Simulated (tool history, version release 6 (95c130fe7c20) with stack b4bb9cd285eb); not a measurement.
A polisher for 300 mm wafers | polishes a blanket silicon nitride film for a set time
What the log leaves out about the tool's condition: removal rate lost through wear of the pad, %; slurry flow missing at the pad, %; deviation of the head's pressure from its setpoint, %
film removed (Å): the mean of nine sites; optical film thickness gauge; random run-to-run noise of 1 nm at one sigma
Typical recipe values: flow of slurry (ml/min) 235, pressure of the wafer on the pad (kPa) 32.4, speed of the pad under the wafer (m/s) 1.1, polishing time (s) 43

run	day	flow of slurry (ml/min)	pressure of the wafer on the pad (kPa)	speed of the pad under the wafer (m/s)	polishing time (s)	wafers since the last listed run	wafers polished on this pad	hours since the slurry nozzle was cleaned	hours since the head pressure was calibrated	incoming thickness of the incoming film, nm	film removed (Å)
1	0.000	235	32.4	1.1	43	0	146	199.9	284.3	727.2	1131
2	0.679	235	32.4	1.1	43	138	284	216.2	300.6	725.6	1139
3	1.746	235	32.4	1.1	43	217	502	241.8	326.2	710.3	1141
4	2.696	235	32.4	1.1	48	194	696	264.6	349.0	727.6	1241
5	3.633	235	32.4	1.1	48	191	888	287.1	371.5	704.8	1261
6	4.867	235	32.4	1.1	43	251	1139	316.7	401.1	724.5	1099
7	5.392	285	32.4	1.1	32	107	1247	329.3	413.7	721.3	835
8	6.517	235	32.4	1.1	43	229	1476	356.3	440.7	719.7	1096
9	7.546	235	32.4	1.1	43	210	1687	381.0	465.4	723.6	1088
# day 7.858: worn pad replaced by a new one
10	8.150	235	32.4	1.1	43	89	59	395.5	479.9	713.3	1158
11	9.092	235	25.5	1.1	50	192	251	418.1	502.5	712.3	1035
12	10.121	235	25.5	1.1	50	210	462	442.8	527.2	722.3	1038
13	10.746	235	32.4	1.1	43	127	589	457.8	542.2	713.9	1152
14	11.296	235	32.4	1.1	43	112	702	471.0	555.4	716.3	1128
15	12.425	235	32.4	1.1	43	230	932	498.1	582.5	725.2	1122
# day 12.708: slurry nozzle cleaned
16	13.050	235	29.6	1.1	43	119	1051	8.2	597.5	705.1	1025
17	13.629	235	29.6	1.1	43	118	1170	22.1	611.4	722.8	1010

The next listed run, before its measurement:
# day 14.446: worn pad replaced by a new one
18	14.538	205	32.4	0.9	43	151	18	43.9	633.2	722.4	?

{"run 18": {"film removed (Å)": 952}}
Take away the tool's hidden state, keep the run-to-run variation as it was, and the same run would have given film removed (Å) 953.
